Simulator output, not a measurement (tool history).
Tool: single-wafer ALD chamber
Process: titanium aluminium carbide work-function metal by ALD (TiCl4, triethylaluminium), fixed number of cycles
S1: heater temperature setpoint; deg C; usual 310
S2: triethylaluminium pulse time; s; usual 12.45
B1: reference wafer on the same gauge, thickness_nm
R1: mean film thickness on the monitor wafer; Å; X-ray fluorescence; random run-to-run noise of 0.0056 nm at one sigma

{"run": 1, "hour": 0.0, "S1": 310, "S2": 10.99, "B1": 2.618, "R1": 22.08}
{"run": 2, "hour": 52.9, "S1": 310, "S2": 10.99, "B1": 2.619, "R1": 22.03}
{"run": 3, "hour": 123.0, "S1": 310, "S2": 10.99, "B1": 2.619, "R1": 21.83}
{"run": 4, "hour": 179.0, "S1": 310, "S2": 12.45, "B1": 2.619, "R1": 22.03}
{"run": 5, "hour": 253.4, "S1": 310, "S2": 12.45, "B1": 2.621, "R1": 21.96}
{"run": 6, "hour": 355.0, "S1": 310, "S2": 12.45, "B1": 2.622, "R1": 22}
{"run": 7, "hour": 432.2, "S1": 310, "S2": 15.38, "B1": 2.621, "R1": 22.33}
{"run": 8, "hour": 531.5, "S1": 310, "S2": 15.38, "B1": 2.621, "R1": 22.19}
{"hour": 589.2, "done": "gauge calibrated"}
{"run": 9, "hour": 610.2, "S1": 310, "S2": 15.38, "B1": 2.62, "R1": 22.09}
{"run": 10, "hour": 681.0, "S1": 310, "S2": 12.45, "B1": 2.62, "R1": 21.76}
{"hour": 707.8, "done": "thermocouple changed; heater temperature recalibrated"}
{"run": 11, "hour": 801.1, "S1": 310, "S2": 12.45, "B1": 2.619, "R1": 21.74}
{"hour": 844.3, "done": "showerhead replaced"}
{"run": 12, "hour": 844.8, "S1": 295, "S2": 12.45, "B1": 2.623, "R1": 20.5}
{"run": 13, "hour": 899.9, "S1": 319, "S2": 8.74, "B1": 2.619, "R1": 21.39}
{"run": 14, "hour": 949.2, "S1": 310, "S2": 12.45, "B1": 2.622, "R1": 21.65}
{"run": 15, "hour": 1027.9, "S1": 310, "S2": 12.45, "B1": 2.621, "R1": 21.67}
{"run": 16, "hour": 1095.2, "S1": 317, "S2": 10.39, "B1": 2.621, "R1": 21.7}
{"run": 17, "hour": 1169.2, "S1": 310, "S2": 12.45, "B1": 2.618, "R1": 21.68}
{"run": 18, "hour": 1213.2, "S1": 310, "S2": 12.45, "B1": 2.617, "R1": 21.66}
{"hour": 1261.6, "done": "triethylaluminium bottle replaced"}
{"run": 19, "hour": 1302.7, "S1": 310, "S2": 10.3, "B1": 2.62, "R1": 21.87}
{"hour": 1372.4, "done": "gauge calibrated"}
{"run": 20, "hour": 1402.9, "S1": 297, "S2": 14.38, "B1": 2.621, "R1": 21.2}

Forecast run 21:
{"run": 21, "hour": 1507.7, "S1": 322, "S2": 12.45, "B1": "?", "R1": "?"}

{"run 21": {"B1": 2.622, "R1": 23.11}}
The same run, on a tool lacking any hidden state, would have yielded R1 23.39 Å.
